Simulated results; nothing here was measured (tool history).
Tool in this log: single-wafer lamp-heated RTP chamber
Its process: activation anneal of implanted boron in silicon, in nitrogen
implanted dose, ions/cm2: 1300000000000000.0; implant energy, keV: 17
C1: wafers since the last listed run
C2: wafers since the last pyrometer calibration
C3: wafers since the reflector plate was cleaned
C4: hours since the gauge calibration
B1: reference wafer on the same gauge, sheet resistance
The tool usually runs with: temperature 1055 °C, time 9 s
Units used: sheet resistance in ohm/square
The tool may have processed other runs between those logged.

Run 1, hour 0.0: usual settings but time 8 s; C1 0; C2 195; C3 1128; C4 470.2; B1 93.33. Result: sheet resistance 97.89 ohm/square.
Run 2, hour 42.0: usual settings but time 8 s; C1 842; C2 1037; C3 1970; C4 512.2; B1 93.29. Result: sheet resistance 98.03 ohm/square.
Run 3, hour 107.0: usual settings but time 8 s; C1 1303; C2 2340; C3 3274; C4 577.2; B1 93.33. Result: sheet resistance 97.93 ohm/square.
Run 4, hour 170.5: usual settings; C1 1273; C2 3614; C3 4547; C4 640.7; B1 93.36. Result: sheet resistance 97.61 ohm/square.
Run 5, hour 238.1: usual settings; C1 1355; C2 4969; C3 5902; C4 708.3; B1 93.34. Result: sheet resistance 97.59 ohm/square.
Run 6, hour 291.6: usual settings; C1 1072; C2 6042; C3 6975; C4 761.8; B1 93.32. Result: sheet resistance 97.55 ohm/square.
At hour 344.0: pyrometer window cleaned and pyrometer calibrated.
Run 7, hour 363.4: usual settings but temperature 1064 °C, time 5 s; C1 1279; C2 388; C3 8254; C4 833.6; B1 93.33. Result: sheet resistance 98.11 ohm/square.
Run 8, hour 395.7: usual settings but temperature 1064 °C, time 5 s; C1 647; C2 1035; C3 8902; C4 865.9; B1 93.28. Result: sheet resistance 97.78 ohm/square.
Run 9, hour 439.3: usual settings but temperature 1073 °C; C1 874; C2 1910; C3 9776; C4 909.5; B1 93.30. Result: sheet resistance 97.00 ohm/square.
Run 10, hour 496.0: usual settings; C1 1136; C2 3046; C3 10913; C4 966.2; B1 93.29. Result: sheet resistance 97.67 ohm/square.
At hour 523.1: gauge calibrated.
Run 11, hour 563.5: usual settings; C1 1353; C2 4400; C3 12266; C4 40.4; B1 93.27. Result: sheet resistance 97.53 ohm/square.
Run 12, hour 632.7: usual settings but time 13 s; C1 1387; C2 5787; C3 13654; C4 109.6; B1 93.28. Result: sheet resistance 97.03 ohm/square.
At hour 654.3: reflector plate cleaned.
Run 13, hour 659.8: usual settings but time 13 s; C1 382; C2 6170; C3 109; C4 136.7; B1 93.26. Result: sheet resistance 96.90 ohm/square.
At hour 687.6: pyrometer window cleaned and pyrometer calibrated.
Run 14, hour 722.3: usual settings; C1 1092; C2 695; C3 1202; C4 199.2; B1 93.32. Result: sheet resistance 97.79 ohm/square.
Run 15, hour 786.3: usual settings; C1 1283; C2 1978; C3 2485; C4 263.2; B1 93.33. Result: sheet resistance 97.59 ohm/square.
Run 16, hour 846.4: usual settings; C1 1205; C2 3183; C3 3690; C4 323.3; B1 93.30. Result: sheet resistance 97.69 ohm/square.
Run 17, hour 903.9: usual settings; C1 1152; C2 4336; C3 4843; C4 380.8; B1 93.28. Result: sheet resistance 97.98 ohm/square.
Run 18, hour 975.4: usual settings but temperature 1036 °C; C1 1433; C2 5770; C3 6277; C4 452.3; B1 93.25. Result: sheet resistance 99.21 ohm/square.
Run 19, hour 1045.1: usual settings but time 6 s; C1 1397; C2 7167; C3 7674; C4 522.0; B1 93.25. Result: sheet resistance 97.74 ohm/square.
At hour 1076.7: pyrometer window cleaned and pyrometer calibrated.
Run 20, hour 1088.7: usual settings; C1 713; C2 241; C3 8388; C4 565.6; B1 93.25. Result: sheet resistance 97.85 ohm/square.
Run 21, hour 1120.1: usual settings but temperature 1072 °C, time 4 s; C1 629; C2 870; C3 9018; C4 597.0; B1 93.28. Result: sheet resistance 98.12 ohm/square.
Run 22, hour 1183.4: usual settings but temperature 1080 °C, time 11 s; C1 1269; C2 2139; C3 10287; C4 660.3; B1 93.26. Result: sheet resistance 96.51 ohm/square.
Run 23, hour 1224.9: usual settings but temperature 1035 °C, time 11 s; C1 832; C2 2972; C3 11119; C4 701.8; B1 93.32. Result: sheet resistance 99.45 ohm/square.
Run 24, hour 1278.8: usual settings; C1 1080; C2 4052; C3 12200; C4 755.7; B1 93.33. Result: sheet resistance 97.86 ohm/square.
At hour 1309.0: reflector plate cleaned.
Run 25, hour 1327.4: usual settings but temperature 1067 °C, time 5 s; C1 814; C2 4866; C3 368; C4 804.3; B1 93.27. Result: sheet resistance 97.76 ohm/square.
Run 26, hour 1374.5: usual settings but temperature 1082 °C; C1 944; C2 5811; C3 1313; C4 851.4; B1 93.30. Result: sheet resistance 96.69 ohm/square.
Run 27, hour 1405.2: usual settings but temperature 1041 °C, time 13 s; C1 615; C2 6426; C3 1928; C4 882.1; B1 93.28. Result: sheet resistance 97.85 ohm/square.
At hour 1434.8: pyrometer window cleaned and pyrometer calibrated.
Run 28, hour 1444.9: usual settings but time 6 s; C1 635; C2 202; C3 2564; C4 921.8; B1 93.28. Result: sheet resistance 98.27 ohm/square.
At hour 1460.6: gauge calibrated.
Run 29, hour 1496.4: usual settings but temperature 1074 °C, time 11 s; C1 1032; C2 1234; C3 3596; C4 35.8; B1 93.29. Result: sheet resistance 96.67 ohm/square.
Run 30, hour 1525.2: usual settings; C1 577; C2 1812; C3 4174; C4 64.6; B1 93.25. Result: sheet resistance 97.69 ohm/square.
Run 31, hour 1668.1: usual settings but temperature 1071 °C, time 6 s; C1 2865; C2 4677; C3 7039; C4 207.5; B1 93.32. Result: sheet resistance 97.43 ohm/square.
Run 32, hour 1726.6: usual settings; C1 1172; C2 5850; C3 8212; C4 266.0; B1 93.30. Result: sheet resistance 97.23 ohm/square.
At hour 1762.3: pyrometer window cleaned and pyrometer calibrated.
Run 33, hour 1768.5: usual settings but temperature 1075 °C; C1 679; C2 123; C3 8892; C4 307.9; B1 93.32. Result: sheet resistance 97.07 ohm/square.
Run 34, hour 1829.6: usual settings; C1 1225; C2 1348; C3 10117; C4 369.0; B1 93.31. Result: sheet resistance 98.02 ohm/square.

Here are 4 independent what-if runs from the current tool condition. What would each one return?
Run A, hour 1830.0: usual settings; C1 8; C2 1356; C3 10125; C4 369.4; B1 ?. Result: sheet resistance ?.
Run B, hour 1830.0: usual settings but temperature 1080 °C; C1 8; C2 1356; C3 10125; C4 369.4; B1 ?. Result: sheet resistance ?.
Run C, hour 1830.0: usual settings but temperature 1071 °C, time 13 s; C1 8; C2 1356; C3 10125; C4 369.4; B1 ?. Result: sheet resistance ?.
Run D, hour 1830.0: usual settings but temperature 1069 °C, time 4 s; C1 8; C2 1356; C3 10125; C4 369.4; B1 ?. Result: sheet resistance ?.

run     B1  sheet resistance
  A  93.27             97.94
  B  93.27             96.90
  C  93.27             96.59
  D  93.27             98.14
What these runs would have given with no unlogged condition in the tool:
run  sheet resistance
  A             97.97
  B             96.91
  C             96.61
  D             98.15

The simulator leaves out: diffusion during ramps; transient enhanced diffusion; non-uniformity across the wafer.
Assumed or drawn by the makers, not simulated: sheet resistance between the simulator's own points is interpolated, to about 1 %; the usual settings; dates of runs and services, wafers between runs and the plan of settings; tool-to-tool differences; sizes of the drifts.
